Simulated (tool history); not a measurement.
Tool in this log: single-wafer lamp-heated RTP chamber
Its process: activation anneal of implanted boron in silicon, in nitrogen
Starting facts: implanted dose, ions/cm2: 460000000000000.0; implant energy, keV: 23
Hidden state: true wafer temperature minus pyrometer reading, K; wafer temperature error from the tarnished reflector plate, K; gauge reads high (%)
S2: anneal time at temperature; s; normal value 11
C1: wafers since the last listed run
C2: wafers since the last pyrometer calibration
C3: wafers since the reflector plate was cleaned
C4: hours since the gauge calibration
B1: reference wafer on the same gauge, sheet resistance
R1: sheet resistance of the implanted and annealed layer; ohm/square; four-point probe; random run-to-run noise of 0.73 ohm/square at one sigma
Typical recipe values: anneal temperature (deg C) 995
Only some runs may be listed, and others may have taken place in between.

{"run": 1, "hour": 0.0, "anneal temperature (deg C)": 995, "S2": 11, "C1": 0, "C2": 2111, "C3": 8936, "C4": 1037.4, "B1": 241.14, "R1": 228.49}
{"run": 2, "hour": 32.9, "anneal temperature (deg C)": 995, "S2": 11, "C1": 568, "C2": 2680, "C3": 9504, "C4": 1070.3, "B1": 241.18, "R1": 228.35}
{"run": 3, "hour": 61.8, "anneal temperature (deg C)": 995, "S2": 11, "C1": 499, "C2": 3180, "C3": 10004, "C4": 1099.2, "B1": 241.06, "R1": 227.79}
{"run": 4, "hour": 84.1, "anneal temperature (deg C)": 995, "S2": 11, "C1": 385, "C2": 3565, "C3": 10389, "C4": 1121.5, "B1": 241.26, "R1": 226.73}
{"run": 5, "hour": 108.7, "anneal temperature (deg C)": 995, "S2": 11, "C1": 425, "C2": 3990, "C3": 10815, "C4": 1146.1, "B1": 241.09, "R1": 227.31}
{"run": 6, "hour": 141.5, "anneal temperature (deg C)": 1011, "S2": 16, "C1": 566, "C2": 4557, "C3": 11382, "C4": 1178.9, "B1": 241.08, "R1": 220.61}
{"run": 7, "hour": 157.9, "anneal temperature (deg C)": 995, "S2": 11, "C1": 283, "C2": 4841, "C3": 11665, "C4": 1195.3, "B1": 241.0, "R1": 226.33}
{"run": 8, "hour": 188.7, "anneal temperature (deg C)": 995, "S2": 11, "C1": 532, "C2": 5373, "C3": 12197, "C4": 1226.1, "B1": 240.87, "R1": 225.47}
{"run": 9, "hour": 217.4, "anneal temperature (deg C)": 995, "S2": 11, "C1": 496, "C2": 5869, "C3": 12694, "C4": 1254.8, "B1": 241.12, "R1": 224.35}
{"hour": 247.4, "done": "reflector plate cleaned"}
{"run": 10, "hour": 251.8, "anneal temperature (deg C)": 995, "S2": 11, "C1": 456, "C2": 6326, "C3": 76, "C4": 1289.2, "B1": 240.96, "R1": 225.28}
{"run": 11, "hour": 279.1, "anneal temperature (deg C)": 971, "S2": 8, "C1": 471, "C2": 6798, "C3": 548, "C4": 1316.5, "B1": 240.9, "R1": 243.37}
{"run": 12, "hour": 292.4, "anneal temperature (deg C)": 971, "S2": 8, "C1": 229, "C2": 7027, "C3": 778, "C4": 1329.8, "B1": 240.93, "R1": 240.9}
{"run": 13, "hour": 306.3, "anneal temperature (deg C)": 971, "S2": 8, "C1": 240, "C2": 7268, "C3": 1018, "C4": 1343.7, "B1": 240.91, "R1": 241.14}
{"hour": 330.7, "done": "pyrometer window cleaned and pyrometer calibrated"}
{"run": 14, "hour": 334.0, "anneal temperature (deg C)": 980, "S2": 11, "C1": 340, "C2": 56, "C3": 1359, "C4": 1371.4, "B1": 241.04, "R1": 242.21}
{"hour": 338.4, "done": "gauge calibrated"}
{"run": 15, "hour": 356.0, "anneal temperature (deg C)": 995, "S2": 14, "C1": 380, "C2": 437, "C3": 1739, "C4": 17.6, "B1": 241.02, "R1": 227.0}
{"run": 16, "hour": 368.9, "anneal temperature (deg C)": 995, "S2": 14, "C1": 222, "C2": 660, "C3": 1962, "C4": 30.5, "B1": 241.07, "R1": 227.07}
{"run": 17, "hour": 394.8, "anneal temperature (deg C)": 995, "S2": 9, "C1": 447, "C2": 1107, "C3": 2410, "C4": 56.4, "B1": 240.92, "R1": 229.69}
{"run": 18, "hour": 408.1, "anneal temperature (deg C)": 968, "S2": 6, "C1": 229, "C2": 1337, "C3": 2640, "C4": 69.7, "B1": 241.03, "R1": 261.93}
{"run": 19, "hour": 441.4, "anneal temperature (deg C)": 966, "S2": 13, "C1": 575, "C2": 1913, "C3": 3215, "C4": 103.0, "B1": 240.86, "R1": 257.94}
{"run": 20, "hour": 474.1, "anneal temperature (deg C)": 1024, "S2": 14, "C1": 565, "C2": 2478, "C3": 3781, "C4": 135.7, "B1": 241.06, "R1": 219.04}
{"run": 21, "hour": 497.1, "anneal temperature (deg C)": 995, "S2": 11, "C1": 397, "C2": 2876, "C3": 4178, "C4": 158.7, "B1": 241.13, "R1": 228.35}
{"run": 22, "hour": 527.4, "anneal temperature (deg C)": 981, "S2": 13, "C1": 523, "C2": 3400, "C3": 4702, "C4": 189.0, "B1": 240.91, "R1": 236.92}
{"run": 23, "hour": 562.1, "anneal temperature (deg C)": 995, "S2": 11, "C1": 599, "C2": 4000, "C3": 5302, "C4": 223.7, "B1": 240.94, "R1": 228.06}
{"run": 24, "hour": 588.1, "anneal temperature (deg C)": 995, "S2": 11, "C1": 449, "C2": 4449, "C3": 5751, "C4": 249.7, "B1": 241.18, "R1": 226.93}
{"run": 25, "hour": 615.5, "anneal temperature (deg C)": 1017, "S2": 9, "C1": 473, "C2": 4923, "C3": 6225, "C4": 277.1, "B1": 240.98, "R1": 220.39}

Run 26 comes next. What will it give?
{"run": 26, "hour": 644.9, "anneal temperature (deg C)": 995, "S2": 16, "C1": 508, "C2": 5431, "C3": 6733, "C4": 306.5, "B1": "?", "R1": "?"}

{"run 26": {"B1": 240.96, "R1": 224.11}}
Without the tool's hidden state the same run would have given R1 226.66 ohm/square.
